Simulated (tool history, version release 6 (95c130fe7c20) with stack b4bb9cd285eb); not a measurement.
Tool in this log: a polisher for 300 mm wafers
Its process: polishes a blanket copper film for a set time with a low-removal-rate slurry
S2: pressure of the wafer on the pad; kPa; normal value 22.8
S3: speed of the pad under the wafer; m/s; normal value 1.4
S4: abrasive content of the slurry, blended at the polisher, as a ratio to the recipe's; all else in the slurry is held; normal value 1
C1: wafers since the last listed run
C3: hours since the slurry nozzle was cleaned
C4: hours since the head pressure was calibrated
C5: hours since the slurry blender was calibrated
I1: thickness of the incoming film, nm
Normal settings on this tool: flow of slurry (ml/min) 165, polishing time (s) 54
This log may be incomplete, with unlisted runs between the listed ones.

{"run": 1, "hour": 0.0, "flow of slurry (ml/min)": 165, "S2": 22.8, "S3": 1.4, "S4": 1, "polishing time (s)": 54, "C1": 0, "wafers polished on this pad": 361, "C3": 208.9, "C4": 774.7, "C5": 196, "I1": 933.8, "film removed (angstrom)": 2166}
{"run": 2, "hour": 30.9, "flow of slurry (ml/min)": 165, "S2": 22.8, "S3": 1.4, "S4": 1, "polishing time (s)": 54, "C1": 171, "wafers polished on this pad": 532, "C3": 239.8, "C4": 805.6, "C5": 226.9, "I1": 912.6, "film removed (angstrom)": 2112}
{"run": 3, "hour": 90.0, "flow of slurry (ml/min)": 165, "S2": 22.8, "S3": 1.4, "S4": 1, "polishing time (s)": 54, "C1": 328, "wafers polished on this pad": 861, "C3": 298.9, "C4": 864.7, "C5": 286, "I1": 917.9, "film removed (angstrom)": 2139}
{"hour": 108.7, "done": "worn pad replaced by a new one"}
{"run": 4, "hour": 154.2, "flow of slurry (ml/min)": 205, "S2": 22.8, "S3": 1.4, "S4": 1, "polishing time (s)": 54, "C1": 334, "wafers polished on this pad": 252, "C3": 363.1, "C4": 928.9, "C5": 350.2, "I1": 925, "film removed (angstrom)": 2188}
{"hour": 255.0, "done": "worn pad replaced by a new one"}
{"run": 5, "hour": 258.1, "flow of slurry (ml/min)": 205, "S2": 22.8, "S3": 1.4, "S4": 1, "polishing time (s)": 54, "C1": 555, "wafers polished on this pad": 17, "C3": 467, "C4": 1032.8, "C5": 454.1, "I1": 910.1, "film removed (angstrom)": 2153}
{"hour": 273.2, "done": "head pressure recalibrated"}
{"hour": 277.6, "done": "slurry nozzle cleaned"}
{"hour": 284.6, "done": "slurry blender recalibrated"}
{"run": 6, "hour": 293.9, "flow of slurry (ml/min)": 140, "S2": 22.8, "S3": 1.4, "S4": 1, "polishing time (s)": 54, "C1": 171, "wafers polished on this pad": 188, "C3": 16.3, "C4": 20.7, "C5": 9.3, "I1": 935.2, "film removed (angstrom)": 2181}
{"run": 7, "hour": 346.2, "flow of slurry (ml/min)": 165, "S2": 22.8, "S3": 1.06, "S4": 1, "polishing time (s)": 54, "C1": 290, "wafers polished on this pad": 478, "C3": 68.6, "C4": 73, "C5": 61.6, "I1": 927.1, "film removed (angstrom)": 1702}
{"run": 8, "hour": 407.9, "flow of slurry (ml/min)": 165, "S2": 22.8, "S3": 1.4, "S4": 1, "polishing time (s)": 38, "C1": 342, "wafers polished on this pad": 821, "C3": 130.3, "C4": 134.7, "C5": 123.3, "I1": 914, "film removed (angstrom)": 1559}
{"hour": 415.7, "done": "worn pad replaced by a new one"}
{"run": 9, "hour": 472.7, "flow of slurry (ml/min)": 165, "S2": 22.8, "S3": 1.4, "S4": 1, "polishing time (s)": 54, "C1": 337, "wafers polished on this pad": 316, "C3": 195.1, "C4": 199.5, "C5": 188.1, "I1": 910.6, "film removed (angstrom)": 2158}
{"run": 10, "hour": 511.2, "flow of slurry (ml/min)": 165, "S2": 22.8, "S3": 1.4, "S4": 0.9, "polishing time (s)": 54, "C1": 213, "wafers polished on this pad": 530, "C3": 233.6, "C4": 238, "C5": 226.6, "I1": 902.8, "film removed (angstrom)": 2185}
{"hour": 546.6, "done": "worn pad replaced by a new one"}
{"run": 11, "hour": 554.5, "flow of slurry (ml/min)": 200, "S2": 25.5, "S3": 1.4, "S4": 1, "polishing time (s)": 54, "C1": 218, "wafers polished on this pad": 43, "C3": 276.9, "C4": 281.3, "C5": 269.9, "I1": 912.6, "film removed (angstrom)": 2507}
{"run": 12, "hour": 598.3, "flow of slurry (ml/min)": 165, "S2": 27.6, "S3": 1.74, "S4": 1, "polishing time (s)": 68, "C1": 243, "wafers polished on this pad": 287, "C3": 320.7, "C4": 325.1, "C5": 313.7, "I1": 919.6, "film removed (angstrom)": 3892}
{"run": 13, "hour": 645.2, "flow of slurry (ml/min)": 165, "S2": 22.8, "S3": 1.4, "S4": 1, "polishing time (s)": 54, "C1": 260, "wafers polished on this pad": 548, "C3": 367.6, "C4": 372, "C5": 360.6, "I1": 912, "film removed (angstrom)": 2087}
{"hour": 697.4, "done": "worn pad replaced by a new one"}
{"hour": 758.7, "done": "slurry blender recalibrated"}
{"run": 14, "hour": 766.9, "flow of slurry (ml/min)": 165, "S2": 22.8, "S3": 1.4, "S4": 1, "polishing time (s)": 54, "C1": 643, "wafers polished on this pad": 375, "C3": 489.3, "C4": 493.7, "C5": 8.2, "I1": 916.5, "film removed (angstrom)": 2043}

Run-by-run hidden state of the tool:
removal rate lost through wear of the pad, %: 0 across all the runs
deviation of the head's pressure from its setpoint, %: 0 across all the runs
abrasive missing from the slurry, %: 0 across all the runs
H1: slurry flow missing at the pad, %
run=1 H1=16.7
run=2 H1=19.1
run=3 H1=23.5
run=4 H1=28.4
run=5 H1=36.2
run=6 H1=4.37
run=7 H1=8.32
run=8 H1=13
run=9 H1=17.9
run=10 H1=20.8
run=11 H1=24
run=12 H1=27.3
run=13 H1=30.9
run=14 H1=40.1
